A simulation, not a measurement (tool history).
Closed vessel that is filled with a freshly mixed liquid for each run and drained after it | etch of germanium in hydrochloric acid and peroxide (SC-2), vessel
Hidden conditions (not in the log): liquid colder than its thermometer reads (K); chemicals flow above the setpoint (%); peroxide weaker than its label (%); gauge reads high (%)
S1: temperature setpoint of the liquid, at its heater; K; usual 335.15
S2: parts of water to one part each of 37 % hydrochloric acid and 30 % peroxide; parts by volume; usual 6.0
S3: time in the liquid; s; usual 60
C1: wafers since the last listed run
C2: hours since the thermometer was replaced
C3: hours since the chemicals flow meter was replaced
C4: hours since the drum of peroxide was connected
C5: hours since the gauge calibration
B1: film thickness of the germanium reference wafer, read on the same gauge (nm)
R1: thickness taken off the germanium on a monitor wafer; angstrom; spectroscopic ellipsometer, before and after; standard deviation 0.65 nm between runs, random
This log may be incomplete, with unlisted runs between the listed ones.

run	day	S1	S2	S3	C1	C2	C3	C4	C5	B1	R1
1	0.000	335.15	6.0	60	0	1222.3	939.3	208.0	24.7	129.99	1015.0
2	1.225	335.15	6.0	60	2459	1251.7	968.7	237.4	54.1	129.98	1004.6
3	2.512	335.15	6.0	60	2585	1282.6	999.6	268.3	85.0	130.00	1021.6
4	5.871	335.15	6.0	60	6743	1363.2	1080.2	348.9	165.6	130.01	1018.2
5	6.658	337.65	6.0	60	1581	1382.1	1099.1	367.8	184.5	129.99	1082.1
6	7.808	335.15	6.0	60	2309	1409.7	1126.7	395.4	212.1	129.98	1010.4
# day 8.146: thermometer replaced
7	8.996	335.15	6.0	60	2300	20.4	1155.2	423.9	240.6	130.00	1105.8
# day 10.100: new drum of peroxide connected
8	10.333	335.15	6.0	60	2602	52.5	1187.3	5.6	272.7	130.01	1085.4
9	11.488	335.15	4.5	60	2317	80.2	1215.0	33.3	300.4	130.01	1091.8
10	12.129	337.65	6.0	60	1288	95.6	1230.4	48.7	315.8	129.99	1175.3
11	13.321	335.15	6.0	60	2392	124.2	1259.0	77.3	344.4	130.01	1096.8
12	14.683	335.15	6.0	60	2735	156.9	1291.7	110.0	377.1	130.01	1095.1
# day 15.979: gauge calibrated
# day 17.404: chemicals flow meter replaced
13	17.529	335.15	6.0	45	5630	225.2	3.0	178.3	37.2	130.01	819.2
14	18.029	335.15	6.0	80	1003	237.2	15.0	190.3	49.2	129.98	1441.7
15	19.208	340.15	7.0	45	2367	265.5	43.3	218.6	77.5	129.97	927.4
16	20.421	332.15	4.5	30	2434	294.6	72.4	247.7	106.6	130.01	497.2
17	24.612	326.15	8.5	60	8416	395.2	173.0	348.3	207.2	130.00	795.0
18	25.158	328.65	8.5	30	1096	408.3	186.1	361.4	220.3	130.01	430.9

What was the tool's hidden state at every run in the log?
chemicals flow above the setpoint (%): 0 on each run
peroxide weaker than its label (%): 0 on each run
gauge reads high (%): 0 on each run
H1: liquid colder than its thermometer reads (K)
run	H1
1	2.49
2	2.53
3	2.58
4	2.72
5	2.75
6	2.79
7	0.204
8	0.257
9	0.302
10	0.327
11	0.374
12	0.428
13	0.54
14	0.56
15	0.606
16	0.654
17	0.819
18	0.84
